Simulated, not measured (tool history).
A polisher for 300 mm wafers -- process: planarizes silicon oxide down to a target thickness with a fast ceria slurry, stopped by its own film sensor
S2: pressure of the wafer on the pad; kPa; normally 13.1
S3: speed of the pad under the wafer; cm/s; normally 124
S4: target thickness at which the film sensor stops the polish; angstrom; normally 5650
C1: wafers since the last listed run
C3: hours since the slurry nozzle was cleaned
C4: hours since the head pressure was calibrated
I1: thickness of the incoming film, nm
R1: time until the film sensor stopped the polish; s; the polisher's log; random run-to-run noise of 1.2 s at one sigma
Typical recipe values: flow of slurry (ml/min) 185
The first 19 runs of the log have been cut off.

-- day=12.225 worn pad replaced by a new one
run 20 day=12.246 | flow_of_slurry_(ml/min)=120 S2=13.1 S3=94 S4=5650 | C1=106 wafers_polished_on_this_pad=4 C3=57.3 C4=26.7 | I1=1542.7 | R1=97.2
run 21 day=12.696 | flow_of_slurry_(ml/min)=250 S2=15.9 S3=84 S4=5650 | C1=99 wafers_polished_on_this_pad=103 C3=68.1 C4=37.5 | I1=1535.4 | R1=84.9
run 22 day=13.004 | flow_of_slurry_(ml/min)=185 S2=13.1 S3=144 S4=8590 | C1=67 wafers_polished_on_this_pad=171 C3=75.5 C4=44.9 | I1=1520.4 | R1=43.0
run 23 day=13.488 | flow_of_slurry_(ml/min)=185 S2=13.1 S3=124 S4=5650 | C1=106 wafers_polished_on_this_pad=278 C3=87.1 C4=56.5 | I1=1557.8 | R1=73.3
run 24 day=13.850 | flow_of_slurry_(ml/min)=125 S2=16.5 S3=106 S4=3940 | C1=79 wafers_polished_on_this_pad=357 C3=95.8 C4=65.2 | I1=1512.8 | R1=86.0
run 25 day=14.600 | flow_of_slurry_(ml/min)=130 S2=13.1 S3=110 S4=8020 | C1=165 wafers_polished_on_this_pad=523 C3=113.8 C4=83.2 | I1=1510.1 | R1=63.2
run 26 day=14.917 | flow_of_slurry_(ml/min)=215 S2=11.0 S3=124 S4=5650 | C1=69 wafers_polished_on_this_pad=592 C3=121.4 C4=90.8 | I1=1521.9 | R1=80.2
run 27 day=15.600 | flow_of_slurry_(ml/min)=145 S2=15.2 S3=106 S4=8090 | C1=150 wafers_polished_on_this_pad=743 C3=137.8 C4=107.2 | I1=1536.7 | R1=60.3
-- day=15.883 worn pad replaced by a new one
run 28 day=15.975 | flow_of_slurry_(ml/min)=185 S2=15.2 S3=124 S4=7760 | C1=45 wafers_polished_on_this_pad=20 C3=146.8 C4=116.2 | I1=1541.6 | R1=51.0
run 29 day=17.850 | flow_of_slurry_(ml/min)=185 S2=13.1 S3=124 S4=5650 | C1=413 wafers_polished_on_this_pad=433 C3=191.8 C4=161.2 | I1=1544.7 | R1=75.6
run 30 day=18.283 | flow_of_slurry_(ml/min)=185 S2=13.1 S3=124 S4=5650 | C1=95 wafers_polished_on_this_pad=528 C3=202.2 C4=171.6 | I1=1522.4 | R1=72.9
run 31 day=18.796 | flow_of_slurry_(ml/min)=185 S2=10.3 S3=124 S4=2350 | C1=112 wafers_polished_on_this_pad=641 C3=214.5 C4=183.9 | I1=1529.6 | R1=113.2

Each row is a separate what-if for the run after 31, all from the same tool condition, not one after another. Results?
run A day=18.812 | flow_of_slurry_(ml/min)=130 S2=13.1 S3=124 S4=5650 | C1=3 wafers_polished_on_this_pad=645 C3=214.9 C4=184.3 | I1=1502.4 | R1=?
run B day=18.812 | flow_of_slurry_(ml/min)=185 S2=15.2 S3=108 S4=5650 | C1=3 wafers_polished_on_this_pad=645 C3=214.9 C4=184.3 | I1=1502.4 | R1=?
run C day=18.812 | flow_of_slurry_(ml/min)=185 S2=9.0 S3=158 S4=3590 | C1=3 wafers_polished_on_this_pad=645 C3=214.9 C4=184.3 | I1=1502.4 | R1=?

run=A R1=73.3
run=B R1=72.9
run=C R1=85.0
With no hidden state in the tool, these same runs would have given:
run=A R1=70.3
run=B R1=69.9
run=C R1=81.5

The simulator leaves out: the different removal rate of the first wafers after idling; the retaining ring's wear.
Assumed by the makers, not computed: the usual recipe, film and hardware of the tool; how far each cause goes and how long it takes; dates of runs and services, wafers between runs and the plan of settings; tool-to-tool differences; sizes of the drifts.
